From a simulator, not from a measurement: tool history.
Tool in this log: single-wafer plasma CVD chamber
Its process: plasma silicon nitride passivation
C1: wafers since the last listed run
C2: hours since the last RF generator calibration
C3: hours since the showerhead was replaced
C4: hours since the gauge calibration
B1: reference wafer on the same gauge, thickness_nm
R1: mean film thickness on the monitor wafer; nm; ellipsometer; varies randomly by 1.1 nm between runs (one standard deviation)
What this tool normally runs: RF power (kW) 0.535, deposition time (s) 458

{"run": 1, "hour": 0.0, "RF power (kW)": 0.535, "deposition time (s)": 458, "C1": 0, "C2": 1093.1, "C3": 3021.8, "C4": 275.9, "B1": 576.129, "R1": 700.823}
{"run": 2, "hour": 25.0, "RF power (kW)": 0.535, "deposition time (s)": 458, "C1": 68, "C2": 1118.1, "C3": 3046.8, "C4": 300.9, "B1": 575.937, "R1": 701.881}
{"run": 3, "hour": 54.5, "RF power (kW)": 0.605, "deposition time (s)": 458, "C1": 80, "C2": 1147.6, "C3": 3076.3, "C4": 330.4, "B1": 576.02, "R1": 721.35}
{"run": 4, "hour": 69.1, "RF power (kW)": 0.605, "deposition time (s)": 458, "C1": 39, "C2": 1162.2, "C3": 3090.9, "C4": 345, "B1": 575.995, "R1": 724.3}
{"hour": 75.6, "done": "gauge calibrated"}
{"run": 5, "hour": 96.7, "RF power (kW)": 0.605, "deposition time (s)": 458, "C1": 75, "C2": 1189.8, "C3": 3118.5, "C4": 21.1, "B1": 575.784, "R1": 722.163}
{"run": 6, "hour": 118.2, "RF power (kW)": 0.6, "deposition time (s)": 431, "C1": 58, "C2": 1211.3, "C3": 3140, "C4": 42.6, "B1": 576.049, "R1": 677.397}
{"run": 7, "hour": 146.5, "RF power (kW)": 0.535, "deposition time (s)": 458, "C1": 77, "C2": 1239.6, "C3": 3168.3, "C4": 70.9, "B1": 576.005, "R1": 699.609}
{"run": 8, "hour": 192.3, "RF power (kW)": 0.535, "deposition time (s)": 458, "C1": 124, "C2": 1285.4, "C3": 3214.1, "C4": 116.7, "B1": 576.095, "R1": 698.768}
{"run": 9, "hour": 214.3, "RF power (kW)": 0.535, "deposition time (s)": 458, "C1": 59, "C2": 1307.4, "C3": 3236.1, "C4": 138.7, "B1": 575.91, "R1": 700.488}
{"run": 10, "hour": 237.0, "RF power (kW)": 0.535, "deposition time (s)": 458, "C1": 61, "C2": 1330.1, "C3": 3258.8, "C4": 161.4, "B1": 576.068, "R1": 700.447}
{"run": 11, "hour": 344.7, "RF power (kW)": 0.535, "deposition time (s)": 458, "C1": 293, "C2": 1437.8, "C3": 3366.5, "C4": 269.1, "B1": 575.901, "R1": 697.539}
{"run": 12, "hour": 373.0, "RF power (kW)": 0.62, "deposition time (s)": 507, "C1": 77, "C2": 1466.1, "C3": 3394.8, "C4": 297.4, "B1": 575.903, "R1": 799.195}
{"run": 13, "hour": 392.3, "RF power (kW)": 0.535, "deposition time (s)": 409, "C1": 52, "C2": 1485.4, "C3": 3414.1, "C4": 316.7, "B1": 575.908, "R1": 624.267}
{"run": 14, "hour": 414.8, "RF power (kW)": 0.535, "deposition time (s)": 538, "C1": 61, "C2": 1507.9, "C3": 3436.6, "C4": 339.2, "B1": 576.219, "R1": 818.112}
{"hour": 436.2, "done": "RF generator calibrated"}
{"run": 15, "hour": 436.7, "RF power (kW)": 0.535, "deposition time (s)": 458, "C1": 37, "C2": 0.5, "C3": 3458.5, "C4": 361.1, "B1": 576.049, "R1": 708.277}
{"hour": 437.6, "done": "gauge calibrated"}
{"hour": 451.4, "done": "showerhead replaced"}
{"run": 16, "hour": 467.3, "RF power (kW)": 0.43, "deposition time (s)": 510, "C1": 61, "C2": 31.1, "C3": 15.9, "C4": 29.7, "B1": 576.028, "R1": 751.794}
{"run": 17, "hour": 500.7, "RF power (kW)": 0.625, "deposition time (s)": 378, "C1": 91, "C2": 64.5, "C3": 49.3, "C4": 63.1, "B1": 575.96, "R1": 607.426}
{"run": 18, "hour": 518.8, "RF power (kW)": 0.585, "deposition time (s)": 491, "C1": 49, "C2": 82.6, "C3": 67.4, "C4": 81.2, "B1": 575.833, "R1": 776.519}
{"run": 19, "hour": 543.4, "RF power (kW)": 0.475, "deposition time (s)": 400, "C1": 67, "C2": 107.2, "C3": 92, "C4": 105.8, "B1": 576.012, "R1": 601.157}
{"run": 20, "hour": 571.5, "RF power (kW)": 0.465, "deposition time (s)": 412, "C1": 76, "C2": 135.3, "C3": 120.1, "C4": 133.9, "B1": 575.938, "R1": 615.85}
{"run": 21, "hour": 604.4, "RF power (kW)": 0.535, "deposition time (s)": 458, "C1": 89, "C2": 168.2, "C3": 153, "C4": 166.8, "B1": 576.06, "R1": 708.833}

What if the next run were any one of these 4? Each begins from the tool's condition after run 21:
{"run": "A", "hour": 604.9, "RF power (kW)": 0.535, "deposition time (s)": 458, "C1": 1, "C2": 168.7, "C3": 153.5, "C4": 167.3, "B1": "?", "R1": "?"}
{"run": "B", "hour": 604.9, "RF power (kW)": 0.62, "deposition time (s)": 537, "C1": 1, "C2": 168.7, "C3": 153.5, "C4": 167.3, "B1": "?", "R1": "?"}
{"run": "C", "hour": 604.9, "RF power (kW)": 0.585, "deposition time (s)": 516, "C1": 1, "C2": 168.7, "C3": 153.5, "C4": 167.3, "B1": "?", "R1": "?"}
{"run": "D", "hour": 604.9, "RF power (kW)": 0.635, "deposition time (s)": 487, "C1": 1, "C2": 168.7, "C3": 153.5, "C4": 167.3, "B1": "?", "R1": "?"}

run=A B1=575.979 R1=709.672
run=B B1=575.979 R1=861.963
run=C B1=575.979 R1=816.717
run=D B1=575.979 R1=786.267
The same runs, with their run-to-run variation unchanged, on a tool lacking any hidden condition would have given:
run=A R1=710.348
run=B R1=862.784
run=C R1=817.495
run=D R1=787.016
